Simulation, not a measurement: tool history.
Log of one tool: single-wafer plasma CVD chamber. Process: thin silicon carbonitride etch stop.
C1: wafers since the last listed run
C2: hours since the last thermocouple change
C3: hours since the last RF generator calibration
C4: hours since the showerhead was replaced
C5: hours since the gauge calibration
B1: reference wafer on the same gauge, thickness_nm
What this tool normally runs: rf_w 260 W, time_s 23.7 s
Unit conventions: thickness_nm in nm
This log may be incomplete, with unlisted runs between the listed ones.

run 1 hour=0 | rf_w=260 time_s=23.7 | C1=0 C2=842.1 C3=1750.5 C4=5433.7 C5=106.4 | B1=16.474 | thickness_nm=14.177
run 2 hour=29.4 | rf_w=260 time_s=23.7 | C1=519 C2=871.5 C3=1779.9 C4=5463.1 C5=135.8 | B1=16.485 | thickness_nm=14.166
run 3 hour=43.6 | rf_w=245 time_s=23.7 | C1=250 C2=885.7 C3=1794.1 C4=5477.3 C5=150 | B1=16.493 | thickness_nm=14.028
run 4 hour=59 | rf_w=260 time_s=25.9 | C1=271 C2=901.1 C3=1809.5 C4=5492.7 C5=165.4 | B1=16.497 | thickness_nm=15.541
run 5 hour=82.9 | rf_w=260 time_s=25.9 | C1=422 C2=925 C3=1833.4 C4=5516.6 C5=189.3 | B1=16.517 | thickness_nm=15.548
run 6 hour=108.8 | rf_w=260 time_s=25.9 | C1=457 C2=950.9 C3=1859.3 C4=5542.5 C5=215.2 | B1=16.533 | thickness_nm=15.545
run 7 hour=136.1 | rf_w=220 time_s=23.7 | C1=482 C2=978.2 C3=1886.6 C4=5569.8 C5=242.5 | B1=16.546 | thickness_nm=13.76
run 8 hour=154.8 | rf_w=220 time_s=23.7 | C1=330 C2=996.9 C3=1905.3 C4=5588.5 C5=261.2 | B1=16.564 | thickness_nm=13.776
run 9 hour=175.3 | rf_w=220 time_s=23.7 | C1=362 C2=1017.4 C3=1925.8 C4=5609 C5=281.7 | B1=16.567 | thickness_nm=13.801
-- hour=200.8 showerhead replaced
-- hour=203.2 gauge calibrated
run 10 hour=203.8 | rf_w=240 time_s=21.3 | C1=362 C2=1045.9 C3=1954.3 C4=3 C5=0.6 | B1=16.382 | thickness_nm=12.487
run 11 hour=233.7 | rf_w=240 time_s=21.3 | C1=528 C2=1075.8 C3=1984.2 C4=32.9 C5=30.5 | B1=16.41 | thickness_nm=12.484
-- hour=246.6 thermocouple changed; heater temperature recalibrated
run 12 hour=250.4 | rf_w=260 time_s=23.7 | C1=153 C2=3.8 C3=2000.9 C4=49.6 C5=47.2 | B1=16.409 | thickness_nm=14.126
run 13 hour=266.3 | rf_w=260 time_s=23.7 | C1=280 C2=19.7 C3=2016.8 C4=65.5 C5=63.1 | B1=16.429 | thickness_nm=14.116
run 14 hour=291.3 | rf_w=280 time_s=28.4 | C1=441 C2=44.7 C3=2041.8 C4=90.5 C5=88.1 | B1=16.439 | thickness_nm=17.234
run 15 hour=308.3 | rf_w=260 time_s=21.8 | C1=300 C2=61.7 C3=2058.8 C4=107.5 C5=105.1 | B1=16.447 | thickness_nm=13.016
-- hour=326.2 RF generator calibrated
run 16 hour=332.2 | rf_w=260 time_s=21 | C1=280 C2=85.6 C3=6 C4=131.4 C5=129 | B1=16.467 | thickness_nm=12.541
run 17 hour=353 | rf_w=235 time_s=19 | C1=367 C2=106.4 C3=26.8 C4=152.2 C5=149.8 | B1=16.479 | thickness_nm=11.138
run 18 hour=388.3 | rf_w=215 time_s=25.5 | C1=623 C2=141.7 C3=62.1 C4=187.5 C5=185.1 | B1=16.493 | thickness_nm=14.718
run 19 hour=410.6 | rf_w=260 time_s=23.7 | C1=393 C2=164 C3=84.4 C4=209.8 C5=207.4 | B1=16.514 | thickness_nm=14.226

Predict each of these 4 candidate next runs independently; none follows another, all start after run 19:
run A hour=411 | rf_w=260 time_s=28.3 | C1=7 C2=164.4 C3=84.8 C4=210.2 C5=207.8 | B1=? | thickness_nm=?
run B hour=411 | rf_w=260 time_s=19.6 | C1=7 C2=164.4 C3=84.8 C4=210.2 C5=207.8 | B1=? | thickness_nm=?
run C hour=411 | rf_w=240 time_s=19.2 | C1=7 C2=164.4 C3=84.8 C4=210.2 C5=207.8 | B1=? | thickness_nm=?
run D hour=411 | rf_w=245 time_s=20.2 | C1=7 C2=164.4 C3=84.8 C4=210.2 C5=207.8 | B1=? | thickness_nm=?

run=A B1=16.513 thickness_nm=16.965
run=B B1=16.513 thickness_nm=11.75
run=C B1=16.513 thickness_nm=11.316
run=D B1=16.513 thickness_nm=11.957
With no hidden state in the tool, these same runs would have given:
run=A thickness_nm=16.854
run=B thickness_nm=11.673
run=C thickness_nm=11.242
run=D thickness_nm=11.879

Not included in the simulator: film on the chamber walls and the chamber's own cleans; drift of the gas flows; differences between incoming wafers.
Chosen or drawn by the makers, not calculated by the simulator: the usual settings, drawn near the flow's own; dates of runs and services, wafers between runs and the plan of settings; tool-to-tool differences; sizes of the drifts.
